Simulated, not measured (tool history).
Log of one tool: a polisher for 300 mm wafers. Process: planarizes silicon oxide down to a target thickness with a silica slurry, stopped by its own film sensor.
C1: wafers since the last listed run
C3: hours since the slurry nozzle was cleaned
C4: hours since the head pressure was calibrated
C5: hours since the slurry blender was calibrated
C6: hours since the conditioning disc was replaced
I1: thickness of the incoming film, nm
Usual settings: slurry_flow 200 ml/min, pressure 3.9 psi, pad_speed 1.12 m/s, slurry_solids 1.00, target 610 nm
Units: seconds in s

run 1 day=0.000 | slurry_flow=200 pressure=3.9 pad_speed=1.12 slurry_solids=1.00 target=610 | C1=0 wafers_polished_on_this_pad=95 C3=422.6 C4=384.4 C5=273.5 C6=78.4 | I1=972.1 | seconds=100.9
run 2 day=0.325 | slurry_flow=200 pressure=3.9 pad_speed=1.12 slurry_solids=1.00 target=610 | C1=86 wafers_polished_on_this_pad=181 C3=430.4 C4=392.2 C5=281.3 C6=86.2 | I1=995.8 | seconds=110.3
run 3 day=0.712 | slurry_flow=200 pressure=3.9 pad_speed=1.12 slurry_solids=1.00 target=610 | C1=102 wafers_polished_on_this_pad=284 C3=439.7 C4=401.5 C5=290.6 C6=95.5 | I1=999.3 | seconds=110.5
run 4 day=1.367 | slurry_flow=200 pressure=3.9 pad_speed=1.12 slurry_solids=1.00 target=610 | C1=173 wafers_polished_on_this_pad=457 C3=455.4 C4=417.2 C5=306.3 C6=111.2 | I1=992.9 | seconds=108.8
run 5 day=1.642 | slurry_flow=200 pressure=3.9 pad_speed=1.12 slurry_solids=1.00 target=610 | C1=72 wafers_polished_on_this_pad=530 C3=462.0 C4=423.8 C5=312.9 C6=117.8 | I1=981.6 | seconds=107.2
run 6 day=1.925 | slurry_flow=200 pressure=3.9 pad_speed=1.12 slurry_solids=1.00 target=610 | C1=75 wafers_polished_on_this_pad=605 C3=468.8 C4=430.6 C5=319.7 C6=124.6 | I1=980.9 | seconds=106.1
-- day=3.425 worn pad replaced by a new one
run 7 day=4.046 | slurry_flow=200 pressure=3.9 pad_speed=1.12 slurry_solids=1.00 target=610 | C1=518 wafers_polished_on_this_pad=165 C3=519.7 C4=481.5 C5=370.6 C6=175.5 | I1=990.7 | seconds=107.9
run 8 day=4.488 | slurry_flow=200 pressure=3.9 pad_speed=1.12 slurry_solids=1.00 target=610 | C1=117 wafers_polished_on_this_pad=282 C3=530.3 C4=492.1 C5=381.2 C6=186.1 | I1=974.1 | seconds=102.1
-- day=5.092 slurry nozzle cleaned
run 9 day=5.167 | slurry_flow=200 pressure=3.9 pad_speed=1.12 slurry_solids=1.00 target=610 | C1=169 wafers_polished_on_this_pad=451 C3=1.8 C4=508.4 C5=397.5 C6=202.4 | I1=989.0 | seconds=107.9
run 10 day=5.625 | slurry_flow=200 pressure=3.9 pad_speed=1.12 slurry_solids=1.00 target=610 | C1=121 wafers_polished_on_this_pad=573 C3=12.8 C4=519.4 C5=408.5 C6=213.4 | I1=970.8 | seconds=102.7
-- day=6.271 head pressure recalibrated
run 11 day=6.371 | slurry_flow=175 pressure=3.9 pad_speed=1.12 slurry_solids=1.00 target=610 | C1=175 wafers_polished_on_this_pad=748 C3=30.7 C4=2.4 C5=426.4 C6=231.3 | I1=972.7 | seconds=108.4
-- day=6.529 slurry blender recalibrated
-- day=7.129 worn pad replaced by a new one
run 12 day=7.150 | slurry_flow=150 pressure=2.5 pad_speed=1.34 slurry_solids=1.00 target=610 | C1=140 wafers_polished_on_this_pad=5 C3=49.4 C4=21.1 C5=14.9 C6=250.0 | I1=989.0 | seconds=153.1
run 13 day=7.329 | slurry_flow=200 pressure=5.1 pad_speed=1.24 slurry_solids=0.80 target=480 | C1=47 wafers_polished_on_this_pad=52 C3=53.7 C4=25.4 C5=19.2 C6=254.3 | I1=994.9 | seconds=123.2
run 14 day=7.879 | slurry_flow=200 pressure=3.9 pad_speed=1.28 slurry_solids=1.00 target=610 | C1=145 wafers_polished_on_this_pad=198 C3=66.9 C4=38.6 C5=32.4 C6=267.5 | I1=981.7 | seconds=93.9
-- day=8.083 conditioning disc replaced and pad reconditioned
run 15 day=8.212 | slurry_flow=150 pressure=3.9 pad_speed=1.12 slurry_solids=1.00 target=492 | C1=66 wafers_polished_on_this_pad=265 C3=74.9 C4=46.6 C5=40.4 C6=3.1 | I1=976.2 | seconds=145.7
run 16 day=8.571 | slurry_flow=200 pressure=2.8 pad_speed=1.12 slurry_solids=1.00 target=553 | C1=95 wafers_polished_on_this_pad=360 C3=83.5 C4=55.2 C5=49.0 C6=11.7 | I1=970.1 | seconds=169.5
run 17 day=9.246 | slurry_flow=200 pressure=3.9 pad_speed=1.12 slurry_solids=1.00 target=610 | C1=179 wafers_polished_on_this_pad=539 C3=99.7 C4=71.4 C5=65.2 C6=27.9 | I1=975.8 | seconds=102.6
run 18 day=9.992 | slurry_flow=200 pressure=5.0 pad_speed=1.12 slurry_solids=1.00 target=610 | C1=197 wafers_polished_on_this_pad=737 C3=117.6 C4=89.3 C5=83.1 C6=45.8 | I1=991.4 | seconds=86.3
-- day=10.362 worn pad replaced by a new one
run 19 day=10.579 | slurry_flow=200 pressure=3.3 pad_speed=1.12 slurry_solids=1.25 target=647 | C1=111 wafers_polished_on_this_pad=56 C3=131.7 C4=103.4 C5=97.2 C6=59.9 | I1=972.4 | seconds=94.1
run 20 day=11.054 | slurry_flow=200 pressure=3.9 pad_speed=1.12 slurry_solids=1.00 target=610 | C1=126 wafers_polished_on_this_pad=183 C3=143.1 C4=114.8 C5=108.6 C6=71.3 | I1=971.6 | seconds=104.1
run 21 day=11.312 | slurry_flow=165 pressure=4.4 pad_speed=1.12 slurry_solids=1.00 target=610 | C1=68 wafers_polished_on_this_pad=251 C3=149.3 C4=121.0 C5=114.8 C6=77.5 | I1=964.7 | seconds=90.6

Forecast each of these 3 alternatives for the next run:
run A day=11.333 | slurry_flow=200 pressure=3.9 pad_speed=1.12 slurry_solids=1.00 target=610 | C1=5 wafers_polished_on_this_pad=257 C3=149.8 C4=121.5 C5=115.3 C6=78.0 | I1=979.8 | seconds=?
run B day=11.333 | slurry_flow=175 pressure=3.9 pad_speed=1.30 slurry_solids=1.15 target=560 | C1=5 wafers_polished_on_this_pad=257 C3=149.8 C4=121.5 C5=115.3 C6=78.0 | I1=979.8 | seconds=?
run C day=11.333 | slurry_flow=200 pressure=4.6 pad_speed=1.12 slurry_solids=1.00 target=610 | C1=5 wafers_polished_on_this_pad=257 C3=149.8 C4=121.5 C5=115.3 C6=78.0 | I1=979.8 | seconds=?

run=A seconds=106.9
run=B seconds=101.5
run=C seconds=90.6
Without the tool's hidden state the same runs would have given:
run=A seconds=106.9
run=B seconds=101.5
run=C seconds=90.6
